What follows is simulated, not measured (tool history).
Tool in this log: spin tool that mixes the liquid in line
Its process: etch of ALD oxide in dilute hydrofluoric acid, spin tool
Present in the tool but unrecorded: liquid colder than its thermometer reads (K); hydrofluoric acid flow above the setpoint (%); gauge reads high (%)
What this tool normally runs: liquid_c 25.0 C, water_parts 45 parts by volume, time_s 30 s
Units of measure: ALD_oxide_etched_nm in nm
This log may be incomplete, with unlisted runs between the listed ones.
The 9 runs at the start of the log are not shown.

run,hour,liquid_c,water_parts,time_s,wafers since the last listed run,hours since the thermometer was replaced,hours since the hydrofluoric acid flow meter was replaced,hours since the gauge calibration,"read-back film thickness of the ALD oxide reference wafer, read on the same gauge (nm)",ALD_oxide_etched_nm
10,479.7,25.0,45,30,348,531.1,1510.5,2843.4,29.99,18.09
11,554.7,25.0,45,15,721,606.1,1585.5,2918.4,29.96,9.06
# hour 564.9: thermometer replaced
12,717.5,25.0,45,15,1556,152.6,1748.3,3081.2,29.99,9.25
13,787.1,25.0,45,30,669,222.2,1817.9,3150.8,29.96,18.62
14,862.9,25.0,45,50,729,298.0,1893.7,3226.6,29.96,30.86
15,965.8,28.0,50,50,990,400.9,1996.6,3329.5,30.04,30.90
# hour 1130.9: gauge calibrated
# hour 1132.6: thermometer replaced
16,1197.7,25.0,45,30,2221,65.1,2228.5,66.8,30.03,18.74
17,1255.1,22.5,30,25,552,122.5,2285.9,124.2,29.98,21.47
18,1327.7,29.5,45,15,698,195.1,2358.5,196.8,29.98,11.06

Expected results for the next run?
19,1379.9,29.5,45,15,502,247.3,2410.7,249.0,?,?

Run 19 gave read-back film thickness of the ALD oxide reference wafer, read on the same gauge (nm) 30.02, ALD_oxide_etched_nm 11.05 nm.
If the tool had no hidden condition, the same run with the same run-to-run variation would have returned ALD_oxide_etched_nm 11.26 nm.
